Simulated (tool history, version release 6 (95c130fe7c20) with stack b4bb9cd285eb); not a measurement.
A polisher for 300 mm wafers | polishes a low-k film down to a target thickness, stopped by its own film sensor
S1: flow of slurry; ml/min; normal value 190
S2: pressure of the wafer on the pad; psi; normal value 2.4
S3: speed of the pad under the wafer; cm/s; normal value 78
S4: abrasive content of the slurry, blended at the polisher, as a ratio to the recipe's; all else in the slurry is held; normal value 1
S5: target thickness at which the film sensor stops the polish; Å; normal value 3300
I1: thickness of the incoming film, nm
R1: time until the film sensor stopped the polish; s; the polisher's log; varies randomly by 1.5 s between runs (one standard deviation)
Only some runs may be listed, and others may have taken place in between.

Run 1, day 0: usual settings; I1 368.3. Result: R1 89 s.
Run 2, day 0.608: usual settings; I1 370.4. Result: R1 95.4 s.
At day 0.838: worn pad replaced by a new one.
Run 3, day 1: usual settings but S4 0.85; I1 375. Result: R1 121.6 s.
Run 4, day 1.292: usual settings but S2 2.6 psi, S4 1.15; I1 369. Result: R1 77.6 s.
Run 5, day 1.746: usual settings; I1 374.9. Result: R1 111.1 s.
At day 2.317: slurry blender recalibrated.
Run 6, day 2.338: usual settings but S2 1.9 psi, S3 50 cm/s, S5 3180 Å; I1 370.1. Result: R1 208.8 s.
Run 7, day 2.908: usual settings; I1 368. Result: R1 91.5 s.
Run 8, day 3.358: usual settings; I1 369. Result: R1 96.1 s.
At day 3.558: slurry nozzle cleaned.
Run 9, day 3.988: usual settings but S2 3.1 psi, S3 92 cm/s, S4 0.9, S5 3160 Å; I1 364.7. Result: R1 94.2 s.
Run 10, day 4.762: usual settings but S3 62 cm/s, S4 0.9, S5 3220 Å; I1 371.9. Result: R1 154.3 s.
Run 11, day 5.221: usual settings; I1 366.6. Result: R1 93.7 s.
At day 5.542: conditioning disc replaced and pad reconditioned.
Run 12, day 5.738: usual settings; I1 368.8. Result: R1 79 s.
Run 13, day 6.375: usual settings but S2 2.2 psi, S4 0.85, S5 3390 Å; I1 364.5. Result: R1 60.4 s.
At day 6.671: worn pad replaced by a new one.
Run 14, day 6.754: usual settings but S3 104 cm/s; I1 369.8. Result: R1 66.5 s.
Run 15, day 7.358: usual settings but S1 255 ml/min, S3 106 cm/s, S4 1.1; I1 372.4. Result: R1 65.1 s.
At day 7.558: slurry blender recalibrated.
Run 16, day 8.042: usual settings but S5 3240 Å; I1 373. Result: R1 102.8 s.
Run 17, day 8.662: usual settings but S4 1.1, S5 3220 Å; I1 370.7. Result: R1 98.2 s.
Run 18, day 9.296: usual settings but S2 2.1 psi, S3 64 cm/s; I1 369.8. Result: R1 110.5 s.
Run 19, day 9.796: usual settings but S4 0.85; I1 371.5. Result: R1 94.7 s.
Run 20, day 10.483: usual settings but S3 102 cm/s, S5 3370 Å; I1 363.9. Result: R1 45.9 s.
Run 21, day 10.779: usual settings but S1 140 ml/min; I1 371.2. Result: R1 95.1 s.
Run 22, day 11.496: usual settings; I1 367.7. Result: R1 76.9 s.
Run 23, day 12.183: usual settings; I1 368.9. Result: R1 81.7 s.
At day 12.45: worn pad replaced by a new one.
Run 24, day 12.846: usual settings but S1 210 ml/min, S5 3390 Å; I1 373. Result: R1 71.2 s.
At day 13.042: slurry blender recalibrated.
Run 25, day 13.162: usual settings but S1 165 ml/min, S3 56 cm/s; I1 366.3. Result: R1 106 s.

5 ways to go on from here, each from the tool as it stands after run 25. What would each give?
Run A, day 13.183: usual settings; I1 369. Result: R1 ?.
Run B, day 13.183: usual settings but S1 225 ml/min, S3 54 cm/s, S4 0.8; I1 369. Result: R1 ?.
Run C, day 13.183: usual settings but S2 2.7 psi; I1 369. Result: R1 ?.
Run D, day 13.183: usual settings but S1 130 ml/min, S2 2.7 psi, S3 68 cm/s, S4 0.8; I1 369. Result: R1 ?.
Run E, day 13.183: usual settings but S1 130 ml/min, S5 3240 Å; I1 369. Result: R1 ?.

run     R1
  A   84.7
  B  124.3
  C   75.9
  D  101.9
  E    104
What these runs would have given with no unlogged condition in the tool:
run     R1
  A   78.2
  B  117.1
  C   69.5
  D   94.1
  E     96
